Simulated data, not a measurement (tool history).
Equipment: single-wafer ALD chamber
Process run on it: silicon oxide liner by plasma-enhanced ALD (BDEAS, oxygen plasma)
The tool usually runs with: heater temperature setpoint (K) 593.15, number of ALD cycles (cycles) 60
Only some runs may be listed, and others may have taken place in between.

run,day,heater temperature setpoint (K),number of ALD cycles (cycles),wafers since the last listed run,hours since the last thermocouple change,hours since the gauge calibration,"read-back reference wafer on the same gauge, thickness_nm",mean film thickness on the monitor wafer (Å)
1,0,593.15,60,0,448.6,523.7,4.913,56.62
2,2.088,593.15,60,248,498.7,573.8,4.917,57.21
3,3.221,593.15,60,135,525.9,601,4.921,57.21
4,4.833,593.15,60,192,564.6,639.7,4.921,57.29
5,6.804,593.15,60,234,611.9,687,4.96,57.46
6,15.75,593.15,60,1065,826.6,901.7,4.998,57.92
7,16.983,593.15,60,146,856.2,931.3,5.01,58.38
8,18.888,593.15,60,226,901.9,977,5.034,58.06
9,21.092,593.15,60,262,954.8,1029.9,5.026,58.49
10,23.958,593.15,60,341,1023.6,1098.7,5.057,58.56
11,25.129,593.15,60,139,1051.7,1126.8,5.087,59.17
12,27.1,589.15,55,234,1099,1174.1,5.066,54.82
# day 28.408: gauge calibrated
13,29.104,580.15,50,238,1147.1,16.7,4.884,48.47
14,31.129,593.15,60,241,1195.7,65.3,4.896,57.09
15,34.054,583.15,67,348,1265.9,135.5,4.885,63.75
# day 36.204: thermocouple changed; heater temperature recalibrated
16,36.858,587.15,56,294,15.7,202.8,4.896,53.77
17,39.3,579.15,68,290,74.3,261.4,4.904,66.22
18,41.171,584.15,63,222,119.2,306.3,4.907,60.9
19,43.621,603.15,68,291,178,365.1,4.92,63.34
20,51.321,593.15,66,917,362.8,549.9,4.943,62.51

Consider 3 possible next runs. They are alternatives, not a sequence: every one starts from the tool as it was left by run 20. What does each give?
A,51.342,588.15,60,2,363.3,550.4,?,?
B,51.342,585.15,57,2,363.3,550.4,?,?
C,51.342,603.15,66,2,363.3,550.4,?,?

run,"read-back reference wafer on the same gauge, thickness_nm",mean film thickness on the monitor wafer (Å)
A,4.936,57.65
B,4.936,55.04
C,4.936,61.87
Had the tool no hidden state, the same runs would have come out as:
run,mean film thickness on the monitor wafer (Å)
A,57.12
B,54.53
C,61.3
